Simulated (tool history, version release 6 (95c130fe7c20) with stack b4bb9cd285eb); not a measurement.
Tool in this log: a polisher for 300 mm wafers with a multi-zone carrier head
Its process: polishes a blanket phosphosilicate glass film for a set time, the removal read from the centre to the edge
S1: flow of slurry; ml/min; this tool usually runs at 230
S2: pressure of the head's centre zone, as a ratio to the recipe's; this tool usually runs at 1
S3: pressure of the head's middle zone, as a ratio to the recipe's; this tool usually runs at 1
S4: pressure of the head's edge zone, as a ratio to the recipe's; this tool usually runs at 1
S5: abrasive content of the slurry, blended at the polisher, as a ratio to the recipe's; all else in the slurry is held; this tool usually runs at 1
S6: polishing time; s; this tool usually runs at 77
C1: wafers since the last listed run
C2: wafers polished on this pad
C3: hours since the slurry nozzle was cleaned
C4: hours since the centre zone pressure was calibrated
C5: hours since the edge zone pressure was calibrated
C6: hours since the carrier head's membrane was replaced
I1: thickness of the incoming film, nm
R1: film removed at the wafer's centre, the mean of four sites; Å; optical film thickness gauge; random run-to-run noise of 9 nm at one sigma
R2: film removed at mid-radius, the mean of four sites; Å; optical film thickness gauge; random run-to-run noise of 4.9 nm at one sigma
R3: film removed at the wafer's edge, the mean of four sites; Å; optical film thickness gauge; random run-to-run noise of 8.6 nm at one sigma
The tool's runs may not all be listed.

| run | hour | S1 | S2 | S3 | S4 | S5 | S6 | C1 | C2 | C3 | C4 | C5 | C6 | I1 | R1 | R2 | R3 |
|---|---|---|---|---|---|---|---|---|---|---|---|---|---|---|---|---|---|
| 1 | 0 | 230 | 1 | 1 | 1 | 1 | 77 | 0 | 1207 | 265.3 | 182.5 | 1058.4 | 436.2 | 2057.3 | 6527 | 6238 | 6140 |
|  | 78.1 | edge zone pressure recalibrated |
| 2 | 96.7 | 230 | 1.07 | 1 | 1 | 1 | 77 | 724 | 1931 | 362 | 279.2 | 18.6 | 532.9 | 2051.8 | 6912 | 6181 | 6224 |
| 3 | 204.3 | 230 | 1.07 | 1 | 1 | 1 | 77 | 823 | 2754 | 469.6 | 386.8 | 126.2 | 640.5 | 2102.7 | 6951 | 6166 | 6451 |
|  | 215.3 | worn pad replaced by a new one |
| 4 | 279.1 | 230 | 1 | 1 | 1 | 1 | 77 | 541 | 488 | 544.4 | 461.6 | 201 | 715.3 | 2047.1 | 6435 | 6130 | 6357 |
| 5 | 345 | 230 | 1 | 1 | 1 | 1 | 77 | 504 | 992 | 610.3 | 527.5 | 266.9 | 781.2 | 2099.2 | 6820 | 6102 | 6276 |
| 6 | 388.8 | 230 | 1 | 1 | 1 | 1 | 77 | 335 | 1327 | 654.1 | 571.3 | 310.7 | 825 | 2045.7 | 6970 | 6234 | 6252 |
| 7 | 475 | 230 | 1 | 1 | 1 | 1 | 77 | 659 | 1986 | 740.3 | 657.5 | 396.9 | 911.2 | 2075.7 | 6936 | 6215 | 6375 |
|  | 487.4 | carrier head's membrane replaced by a new one |
|  | 545.2 | centre zone pressure recalibrated |
|  | 559.6 | slurry nozzle cleaned |
|  | 560.1 | worn pad replaced by a new one |
| 8 | 562.2 | 230 | 1 | 1 | 1 | 1 | 77 | 602 | 16 | 2.6 | 17 | 484.1 | 74.8 | 2037.7 | 6196 | 6211 | 6371 |
| 9 | 631.7 | 230 | 1 | 1 | 1 | 1 | 77 | 531 | 547 | 72.1 | 86.5 | 553.6 | 144.3 | 2101.4 | 6265 | 6239 | 6272 |
| 10 | 689.6 | 230 | 1 | 1 | 1 | 1.3 | 77 | 442 | 990 | 130 | 144.4 | 611.5 | 202.2 | 2037.7 | 7230 | 6946 | 6985 |
| 11 | 741 | 230 | 1 | 1 | 1 | 1 | 77 | 393 | 1383 | 181.4 | 195.8 | 662.9 | 253.6 | 2080.8 | 6378 | 6209 | 6250 |
| 12 | 793.4 | 230 | 1 | 1 | 0.92 | 1 | 77 | 400 | 1784 | 233.8 | 248.2 | 715.3 | 306 | 2054.7 | 6572 | 6245 | 6044 |
| 13 | 864.8 | 155 | 1 | 1.08 | 1.07 | 1 | 62 | 546 | 2330 | 305.2 | 319.6 | 786.7 | 377.4 | 2115.1 | 4751 | 4973 | 4917 |
|  | 898.6 | worn pad replaced by a new one |
| 14 | 911.2 | 230 | 1.06 | 1.04 | 1 | 1 | 77 | 324 | 96 | 351.6 | 366 | 833.1 | 423.8 | 2081.1 | 6955 | 6352 | 6284 |
| 15 | 950.1 | 190 | 1.06 | 1 | 1 | 1.25 | 77 | 297 | 394 | 390.5 | 404.9 | 872 | 462.7 | 2064 | 7227 | 6655 | 6780 |
| 16 | 1017.7 | 230 | 1 | 1 | 1 | 1 | 77 | 517 | 911 | 458.1 | 472.5 | 939.6 | 530.3 | 2072.8 | 6601 | 6106 | 6359 |
|  | 1062.1 | edge zone pressure recalibrated |
| 17 | 1083.4 | 230 | 1 | 0.94 | 1 | 1 | 77 | 487 | 1398 | 523.8 | 538.2 | 21.3 | 596 | 2048.7 | 6641 | 5996 | 6332 |
| 18 | 1159.3 | 255 | 1 | 1 | 1 | 1 | 77 | 580 | 1979 | 599.7 | 614.1 | 97.2 | 671.9 | 2098.3 | 6955 | 6281 | 6252 |
| 19 | 1220.8 | 230 | 1.06 | 1 | 1.11 | 1 | 77 | 470 | 2449 | 661.2 | 675.6 | 158.7 | 733.4 | 2077.6 | 7233 | 6202 | 6486 |
|  | 1246.9 | worn pad replaced by a new one |
| 20 | 1306 | 265 | 1 | 1 | 0.93 | 1 | 77 | 621 | 451 | 746.4 | 760.8 | 243.9 | 818.6 | 2050.8 | 7005 | 6391 | 6017 |

Entry by entry between the runs, the difference in hidden state between the last listed run before and the first listed run after:
Run 1 -> run 2: edge zone pressure recalibrated (hour 78.1)
  deviation of the centre zone's pressure from its setpoint, %: 1.74 -> 2.67
  difference, measured minus the result without the unlogged condition, R1: +101 -> +162 Å
Run 3 -> run 4: worn pad replaced by a new one (hour 215.3)
  deviation of the centre zone's pressure from its setpoint, %: 4.16 -> 5.49
  difference, measured minus the result without the unlogged condition, R1: +251 -> +304 Å
Run 7 -> run 8: carrier head's membrane replaced by a new one (hour 487.4); centre zone pressure recalibrated (hour 545.2); slurry nozzle cleaned (hour 559.6); worn pad replaced by a new one (hour 560.1)
  deviation of the centre zone's pressure from its setpoint, %: 10 -> 0.961
  difference, measured minus the result without the unlogged condition, R1: +577 -> +53 Å
Run 13 -> run 14: worn pad replaced by a new one (hour 898.6)
  deviation of the centre zone's pressure from its setpoint, %: 3.08 -> 3.74
  difference, measured minus the result without the unlogged condition, R1: +129 -> +226 Å
Run 16 -> run 17: edge zone pressure recalibrated (hour 1062.1)
  deviation of the centre zone's pressure from its setpoint, %: 5.6 -> 6.98
  difference, measured minus the result without the unlogged condition, R1: +318 -> +394 Å
Run 19 -> run 20: worn pad replaced by a new one (hour 1246.9)
  deviation of the centre zone's pressure from its setpoint, %: 10.5 -> 13
  difference, measured minus the result without the unlogged condition, R1: +622 -> +737 Å
